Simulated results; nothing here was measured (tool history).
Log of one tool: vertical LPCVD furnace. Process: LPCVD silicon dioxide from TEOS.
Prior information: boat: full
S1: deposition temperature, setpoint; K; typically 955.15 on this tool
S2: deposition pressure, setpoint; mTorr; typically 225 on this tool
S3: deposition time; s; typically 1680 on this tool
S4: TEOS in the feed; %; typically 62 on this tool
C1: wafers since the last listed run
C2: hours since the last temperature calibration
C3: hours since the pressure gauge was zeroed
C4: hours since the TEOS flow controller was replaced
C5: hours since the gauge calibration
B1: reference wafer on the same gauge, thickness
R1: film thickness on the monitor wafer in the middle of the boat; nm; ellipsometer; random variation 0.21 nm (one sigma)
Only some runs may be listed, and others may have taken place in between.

run    hour      S1   S2    S3  S4    C1      C2      C3      C4      C5      B1      R1
  1       0  955.15  225  1680  66     0  1714.2  3571.6  1534.9    78.5  114.01  112.75
  2   100.1  955.15  225  1680  62  1106  1814.3  3671.7    1635   178.6  113.95  109.23
  3   274.9  955.15  225  1680  62  1932  1989.1  3846.5  1809.8   353.4  114.01  110.01
  4   360.4  955.15  225  1680  62   945  2074.6    3932  1895.3   438.9  113.97  109.79
  5   460.2  947.15  225  1680  62  1103  2174.4  4031.8  1995.1   538.7  114.03   90.57
  6   505.9  955.15  225  1200  59   505  2220.1  4077.5  2040.8   584.4  114.02   76.63
  7   603.7  955.15  225  1200  59  1081  2317.9  4175.3  2138.6   682.2  113.98   76.37
  8   741.8  955.15  225  1680  62  1526    2456  4313.4  2276.7   820.3  114.01  109.66
      849.5  -- pressure gauge zeroed
  9     850  955.15  225  1680  62   930  2564.2     0.5  2384.9   928.5     114  108.03
 10   881.8  955.15  225  1680  62   351    2596    32.3  2416.7   960.3  113.99  107.77
 11   922.7  955.15  225  1680  62   452  2636.9    73.2  2457.6  1001.2  114.03  107.63
 12   966.4  955.15  225  1350  62   483  2680.6   116.9  2501.3  1044.9  114.01   86.71
     1025.4  -- thermocouples replaced and temperature profile calibrated
 13  1043.5  966.15  225  1680  62   587    18.1     194  2578.4    1122  113.93  141.26
     1051.1  -- gauge calibrated
 14  1146.3  960.15  245  1680  62  1136   120.9   296.8  2681.2    95.2  114.05  127.76
 15  1215.8  955.15  200  1680  62   768   190.4   366.3  2750.7   164.7  114.02  102.31
 16  1255.7  961.15  265  2040  74   441   230.3   406.2  2790.6   204.6  113.99  180.18
 17  1294.5  955.15  225  1050  55   428   269.1     445  2829.4   243.4     114   64.06
     1366.2  -- TEOS flow controller replaced
 18  1385.2  955.15  225  1680  71   737   359.8   535.7      19   334.1  114.04  115.16
 19  1458.3  955.15  225  1500  62   808   432.9   608.8    92.1   407.2  113.99   96.63
 20  1505.9  955.15  270  1680  62   526   480.5   656.4   139.7   454.8  114.01   117.8
 21  1545.2  955.15  225  1110  62   434   519.8   695.7     179   494.1  114.02   71.19
 22  1590.4  955.15  225  1680  62   499     565   740.9   224.2   539.3  113.98  107.95
 23  1696.2  955.15  180  1680  62  1169   670.8   846.7     330   645.1  114.04   97.21
 24  1753.4  955.15  225  1680  62   632     728   903.9   387.2   702.3  114.07  108.55
 25  1803.4  945.15  225  2340  62   552     778   953.9   437.2   752.3  114.03   118.2

What was the tool's hidden state at every run in the log?
true tube temperature minus thermocouple reading, K: 0 at every run
gauge reads high (%): 0 at every run
H1: true pressure minus gauge reading, mTorr
H2: deviation of the TEOS flow from its setpoint, %
run     H1      H2
  1   9.83   0.486
  2    9.9   0.711
  3     10    1.14
  4   10.1    1.36
  5   10.1    1.64
  6   10.1    1.77
  7   10.2    2.05
  8   10.3    2.49
  9  0.329    2.84
 10   0.58    2.95
 11  0.894    3.09
 12   1.22    3.25
 13   1.77    3.52
 14   2.47     3.9
 15   2.91    4.17
 16   3.15    4.33
 17   3.39    4.48
 18   3.91  -0.552
 19    4.3  -0.546
 20   4.55  -0.538
 21   4.75  -0.529
 22   4.97  -0.516
 23   5.46  -0.475
 24   5.72  -0.446
 25   5.93  -0.417
